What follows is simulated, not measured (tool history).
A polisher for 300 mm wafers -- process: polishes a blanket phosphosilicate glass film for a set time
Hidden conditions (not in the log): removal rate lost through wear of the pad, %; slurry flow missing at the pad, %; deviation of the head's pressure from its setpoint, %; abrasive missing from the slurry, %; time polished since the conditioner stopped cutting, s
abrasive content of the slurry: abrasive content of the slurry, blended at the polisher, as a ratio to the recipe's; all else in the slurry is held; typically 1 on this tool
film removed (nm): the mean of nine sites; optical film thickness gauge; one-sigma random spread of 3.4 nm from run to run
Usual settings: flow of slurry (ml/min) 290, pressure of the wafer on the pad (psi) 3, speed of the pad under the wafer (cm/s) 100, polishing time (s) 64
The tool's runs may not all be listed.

| run | hour | flow of slurry (ml/min) | pressure of the wafer on the pad (psi) | speed of the pad under the wafer (cm/s) | abrasive content of the slurry | polishing time (s) | wafers since the last listed run | wafers polished on this pad | hours since the slurry nozzle was cleaned | hours since the head pressure was calibrated | hours since the slurry blender was calibrated | hours since the conditioning disc was replaced | incoming thickness of the incoming film, nm | film removed (nm) |
|---|---|---|---|---|---|---|---|---|---|---|---|---|---|---|
| 1 | 0 | 290 | 2.3 | 108 | 1 | 64 | 0 | 2664 | 482.8 | 781.3 | 557 | 548.8 | 4265.7 | 417.6 |
| 2 | 67.4 | 290 | 3 | 100 | 1 | 64 | 793 | 3457 | 550.2 | 848.7 | 624.4 | 616.2 | 4258.7 | 517.3 |
|  | 78.8 | slurry blender recalibrated |
|  | 79.7 | conditioning disc replaced and pad reconditioned |
| 3 | 123 | 290 | 3 | 100 | 1 | 64 | 620 | 4078 | 605.8 | 904.3 | 44.2 | 43.3 | 4179.3 | 520.9 |
|  | 171.3 | head pressure recalibrated |
|  | 197.4 | slurry nozzle cleaned |
| 4 | 285.7 | 290 | 3 | 100 | 1 | 64 | 1880 | 5958 | 88.3 | 114.4 | 206.9 | 206 | 4249 | 494.6 |
| 5 | 360.4 | 290 | 3 | 100 | 1 | 80 | 879 | 6838 | 163 | 189.1 | 281.6 | 280.7 | 4317.6 | 607.9 |
| 6 | 424.5 | 345 | 3.8 | 90 | 1 | 64 | 754 | 7592 | 227.1 | 253.2 | 345.7 | 344.8 | 4274.1 | 591.3 |
|  | 521 | worn pad replaced by a new one |
| 7 | 699.2 | 290 | 2.3 | 70 | 1.1 | 64 | 3187 | 2097 | 501.8 | 527.9 | 620.4 | 619.5 | 4278.7 | 354.6 |
|  | 707.6 | slurry blender recalibrated |
| 8 | 788.5 | 290 | 3 | 100 | 1 | 64 | 1027 | 3125 | 591.1 | 617.2 | 80.9 | 708.8 | 4320.9 | 514 |
|  | 818.2 | conditioning disc replaced and pad reconditioned |
| 9 | 878.5 | 255 | 3 | 80 | 1 | 64 | 1036 | 4161 | 681.1 | 707.2 | 170.9 | 60.3 | 4242.3 | 455.1 |
| 10 | 916.5 | 290 | 3 | 100 | 1.25 | 64 | 447 | 4608 | 719.1 | 745.2 | 208.9 | 98.3 | 4278.6 | 592.9 |
| 11 | 958.1 | 290 | 2.3 | 130 | 1 | 64 | 489 | 5098 | 760.7 | 786.8 | 250.5 | 139.9 | 4285.5 | 448 |
|  | 1008.6 | slurry nozzle cleaned |
| 12 | 1017.8 | 385 | 3 | 100 | 1 | 64 | 691 | 5789 | 9.2 | 846.5 | 310.2 | 199.6 | 4249.6 | 519.3 |
|  | 1058.5 | head pressure recalibrated |
| 13 | 1079.6 | 290 | 3 | 100 | 1 | 80 | 704 | 6493 | 71 | 21.1 | 372 | 261.4 | 4211.5 | 609.4 |
| 14 | 1160 | 290 | 3 | 100 | 1 | 64 | 946 | 7440 | 151.4 | 101.5 | 452.4 | 341.8 | 4291.8 | 478.9 |
| 15 | 1213.2 | 290 | 3.8 | 100 | 0.9 | 64 | 626 | 8066 | 204.6 | 154.7 | 505.6 | 395 | 4249.8 | 555.9 |
|  | 1285.1 | worn pad replaced by a new one |
| 16 | 1295.3 | 290 | 3 | 100 | 1.1 | 64 | 919 | 120 | 286.7 | 236.8 | 587.7 | 477.1 | 4237.4 | 556 |
|  | 1382.9 | slurry blender recalibrated |
|  | 1442.9 | conditioning disc replaced and pad reconditioned |
| 17 | 1559.4 | 290 | 3 | 100 | 1 | 48 | 3062 | 3182 | 550.8 | 500.9 | 176.5 | 116.5 | 4303 | 387.1 |
| 18 | 1661 | 240 | 3 | 86 | 1 | 77 | 1196 | 4378 | 652.4 | 602.5 | 278.1 | 218.1 | 4326.2 | 559.3 |
|  | 1887.6 | slurry nozzle cleaned |
| 19 | 1969.4 | 290 | 3.5 | 100 | 1 | 54 | 3619 | 7997 | 81.8 | 910.9 | 586.5 | 526.5 | 4208.4 | 491.5 |
| 20 | 2039.7 | 290 | 3 | 100 | 1 | 64 | 827 | 8825 | 152.1 | 981.2 | 656.8 | 596.8 | 4325.9 | 495.3 |
|  | 2096.5 | slurry blender recalibrated |
| 21 | 2106.1 | 200 | 3.9 | 136 | 1 | 72 | 758 | 9583 | 218.5 | 1047.6 | 9.6 | 663.2 | 4227.3 | 808.5 |
|  | 2125.5 | worn pad replaced by a new one |
|  | 2140.1 | conditioning disc replaced and pad reconditioned |
|  | 2179.2 | head pressure recalibrated |
| 22 | 2196.2 | 290 | 3 | 114 | 1 | 64 | 966 | 784 | 308.6 | 17 | 99.7 | 56.1 | 4268.7 | 535.1 |
| 23 | 2241.3 | 220 | 3 | 100 | 1 | 64 | 530 | 1315 | 353.7 | 62.1 | 144.8 | 101.2 | 4242.6 | 493.7 |
| 24 | 2320.7 | 235 | 3 | 114 | 1 | 51 | 934 | 2250 | 433.1 | 141.5 | 224.2 | 180.6 | 4273.8 | 423.6 |
| 25 | 2407.4 | 355 | 2.7 | 86 | 0.75 | 64 | 1020 | 3271 | 519.8 | 228.2 | 310.9 | 267.3 | 4236.8 | 323 |
| 26 | 2484.5 | 290 | 3 | 100 | 1 | 64 | 907 | 4179 | 596.9 | 305.3 | 388 | 344.4 | 4302 | 508.4 |

Take each entry between the runs: how does the hidden state at the last listed run before it differ from the hidden state at the first listed run after it?
From run 2 to run 3: slurry blender recalibrated (hour 78.8); conditioning disc replaced and pad reconditioned (hour 79.7)
  removal rate lost through wear of the pad, %: 1.89 -> 2.28; deviation of the head's pressure from its setpoint, %: 3.32 -> 3.54
  measured value less the no-hidden-state value, film removed (nm): +7 -> +6
From run 3 to run 4: head pressure recalibrated (hour 171.3); slurry nozzle cleaned (hour 197.4)
  removal rate lost through wear of the pad, %: 2.28 -> 3.82; deviation of the head's pressure from its setpoint, %: 3.54 -> 0.306
  measured value less the no-hidden-state value, film removed (nm): +6 -> -18.1
From run 6 to run 7: worn pad replaced by a new one (hour 521)
  removal rate lost through wear of the pad, %: 5.59 -> 1.36; deviation of the head's pressure from its setpoint, %: 0.851 -> 1.93
  measured value less the no-hidden-state value, film removed (nm): -29.7 -> +1.9
From run 7 to run 8: slurry blender recalibrated (hour 707.6)
  removal rate lost through wear of the pad, %: 1.36 -> 1.79; deviation of the head's pressure from its setpoint, %: 1.93 -> 2.28
  measured value less the no-hidden-state value, film removed (nm): +1.9 -> +2.3
From run 8 to run 9: conditioning disc replaced and pad reconditioned (hour 818.2)
  removal rate lost through wear of the pad, %: 1.79 -> 2.41; deviation of the head's pressure from its setpoint, %: 2.28 -> 2.64
  measured value less the no-hidden-state value, film removed (nm): +2.3 -> +0.8
From run 11 to run 12: slurry nozzle cleaned (hour 1008.6)
  removal rate lost through wear of the pad, %: 3.11 -> 3.72; deviation of the head's pressure from its setpoint, %: 2.95 -> 3.18
  measured value less the no-hidden-state value, film removed (nm): -1.1 -> -3.4
From run 12 to run 13: head pressure recalibrated (hour 1058.5)
  removal rate lost through wear of the pad, %: 3.72 -> 4.43; deviation of the head's pressure from its setpoint, %: 3.18 -> -0.0436
  measured value less the no-hidden-state value, film removed (nm): -3.4 -> -28.5
From run 15 to run 16: worn pad replaced by a new one (hour 1285.1)
  removal rate lost through wear of the pad, %: 6.27 -> 0.771; deviation of the head's pressure from its setpoint, %: 0.481 -> 0.804
  measured value less the no-hidden-state value, film removed (nm): -34.3 -> +0.1
From run 16 to run 17: slurry blender recalibrated (hour 1382.9); conditioning disc replaced and pad reconditioned (hour 1442.9)
  removal rate lost through wear of the pad, %: 0.771 -> 1.6; deviation of the head's pressure from its setpoint, %: 0.804 -> 1.84
  measured value less the no-hidden-state value, film removed (nm): +0.1 -> +0.9
From run 18 to run 19: slurry nozzle cleaned (hour 1887.6)
  removal rate lost through wear of the pad, %: 2.32 -> 5.91; deviation of the head's pressure from its setpoint, %: 2.24 -> 3.45
  measured value less the no-hidden-state value, film removed (nm): -0.7 -> -13.4
From run 20 to run 21: slurry blender recalibrated (hour 2096.5)
  removal rate lost through wear of the pad, %: 7.02 -> 8.16; deviation of the head's pressure from its setpoint, %: 3.73 -> 3.99
  measured value less the no-hidden-state value, film removed (nm): -18.3 -> -38.1
From run 21 to run 22: worn pad replaced by a new one (hour 2125.5); conditioning disc replaced and pad reconditioned (hour 2140.1); head pressure recalibrated (hour 2179.2)
  removal rate lost through wear of the pad, %: 8.16 -> 0.531; deviation of the head's pressure from its setpoint, %: 3.99 -> 0.136
  measured value less the no-hidden-state value, film removed (nm): -38.1 -> -2.1
